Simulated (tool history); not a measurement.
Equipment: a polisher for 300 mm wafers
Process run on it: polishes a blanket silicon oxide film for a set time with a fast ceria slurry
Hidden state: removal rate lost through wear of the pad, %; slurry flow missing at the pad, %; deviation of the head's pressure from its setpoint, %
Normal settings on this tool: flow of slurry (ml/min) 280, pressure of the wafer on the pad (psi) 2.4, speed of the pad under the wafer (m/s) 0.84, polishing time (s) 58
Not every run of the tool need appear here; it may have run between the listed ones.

run,hour,flow of slurry (ml/min),pressure of the wafer on the pad (psi),speed of the pad under the wafer (m/s),polishing time (s),wafers since the last listed run,wafers polished on this pad,hours since the slurry nozzle was cleaned,hours since the head pressure was calibrated,"incoming thickness of the incoming film, nm",film removed (angstrom)
1,0.0,280,2.4,0.84,58,0,764,400.9,782.0,1828.4,5276
2,36.6,280,2.4,0.84,58,279,1043,437.5,818.6,1833.8,5093
3,89.9,280,2.4,0.84,58,406,1450,490.8,871.9,1837.1,5057
4,187.6,280,2.4,0.84,58,745,2196,588.5,969.6,1853.3,4829
# hour 193.7: slurry nozzle cleaned
5,230.5,280,2.4,0.84,58,319,2516,36.8,1012.5,1867.1,5026
# hour 303.4: worn pad replaced by a new one
6,323.7,280,2.4,0.84,58,680,154,130.0,1105.7,1837.8,5363
7,429.6,280,2.4,0.84,58,808,963,235.9,1211.6,1865.9,5160
# hour 463.9: head pressure recalibrated
8,513.2,280,2.4,0.84,58,622,1586,319.5,49.3,1850.3,4972
9,553.9,280,2.4,0.84,58,310,1896,360.2,90.0,1840.3,4978
10,605.3,240,2.6,0.84,58,392,2289,411.6,141.4,1824.9,5174
11,642.2,280,2.4,0.92,58,281,2571,448.5,178.3,1863.7,4978
12,703.5,280,2.4,0.92,58,467,3039,509.8,239.6,1843.3,4970
13,747.9,280,2.4,0.92,58,338,3378,554.2,284.0,1850.3,4873
# hour 773.9: worn pad replaced by a new one
14,817.1,280,1.9,0.84,58,497,329,623.4,353.2,1820.6,3992
# hour 890.4: slurry nozzle cleaned
15,905.5,280,1.9,0.84,58,667,997,15.1,441.6,1858.8,4145
16,991.8,310,2.6,1.00,47,658,1655,101.4,527.9,1848.9,5047
17,1042.7,280,2.1,0.84,75,388,2044,152.3,578.8,1851.0,5716
18,1118.5,280,1.6,0.84,58,578,2623,228.1,654.6,1870.6,3297
# hour 1134.2: worn pad replaced by a new one
19,1170.9,225,1.8,0.60,46,369,280,280.5,707.0,1818.6,2602
20,1216.7,325,2.4,0.84,58,349,629,326.3,752.8,1854.2,5264
21,1282.5,375,2.4,0.84,53,502,1132,392.1,818.6,1852.0,4823
22,1360.3,365,2.4,0.84,64,593,1726,469.9,896.4,1838.0,5671
23,1425.4,280,2.4,0.84,58,497,2223,535.0,961.5,1849.7,4888
# hour 1498.6: worn pad replaced by a new one
24,1512.3,280,2.4,0.96,48,632,104,621.9,1048.4,1881.5,4953
25,1580.1,280,1.8,0.56,58,517,621,689.7,1116.2,1833.1,3024
# hour 1600.5: head pressure recalibrated
# hour 1608.4: slurry nozzle cleaned
26,1668.8,325,2.4,0.84,58,654,1276,60.4,68.3,1830.3,5432
27,1758.4,205,2.6,0.84,58,684,1960,150.0,157.9,1871.8,5363
28,1863.4,325,2.4,0.84,58,801,2761,255.0,262.9,1844.5,5076
29,1938.6,280,2.7,1.08,52,574,3335,330.2,338.1,1861.0,5865
# hour 1949.3: worn pad replaced by a new one
30,1979.5,280,2.4,0.72,75,281,230,371.1,379.0,1827.5,6381
31,2055.7,210,2.4,0.84,49,581,812,447.3,455.2,1827.4,4135

A few steps of film removed (angstrom) between consecutive runs. Split each: what settings, incoming material and random variation would produce without the hidden state, and what is left over for the hidden state, along with gauge scatter present in only one of the two compared results (measured, and without hidden state):
Run 13 -> 14: pressure of the wafer on the pad (psi) 2.4 -> 1.9, speed of the pad under the wafer (m/s) 0.92 -> 0.84, worn pad replaced by a new one. film removed (angstrom) -881: hidden state +573, all else -1454.
Run 17 -> 18: pressure of the wafer on the pad (psi) 2.1 -> 1.6, polishing time (s) 75 -> 58. film removed (angstrom) -2419: hidden state +338, all else -2757.
Run 19 -> 20: flow of slurry (ml/min) 225 -> 325, pressure of the wafer on the pad (psi) 1.8 -> 2.4, speed of the pad under the wafer (m/s) 0.60 -> 0.84, polishing time (s) 46 -> 58. film removed (angstrom) +2662: hidden state -330, all else +2992.
Run 23 -> 24: speed of the pad under the wafer (m/s) 0.84 -> 0.96, polishing time (s) 58 -> 48, worn pad replaced by a new one. film removed (angstrom) +65: hidden state +564, all else -499.
Run 25 -> 26: flow of slurry (ml/min) 280 -> 325, pressure of the wafer on the pad (psi) 1.8 -> 2.4, speed of the pad under the wafer (m/s) 0.56 -> 0.84, head pressure recalibrated, slurry nozzle cleaned. film removed (angstrom) +2408: hidden state -136, all else +2544.
Run 29 -> 30: pressure of the wafer on the pad (psi) 2.7 -> 2.4, speed of the pad under the wafer (m/s) 1.08 -> 0.72, polishing time (s) 52 -> 75, worn pad replaced by a new one. film removed (angstrom) +516: hidden state +565, all else -49.
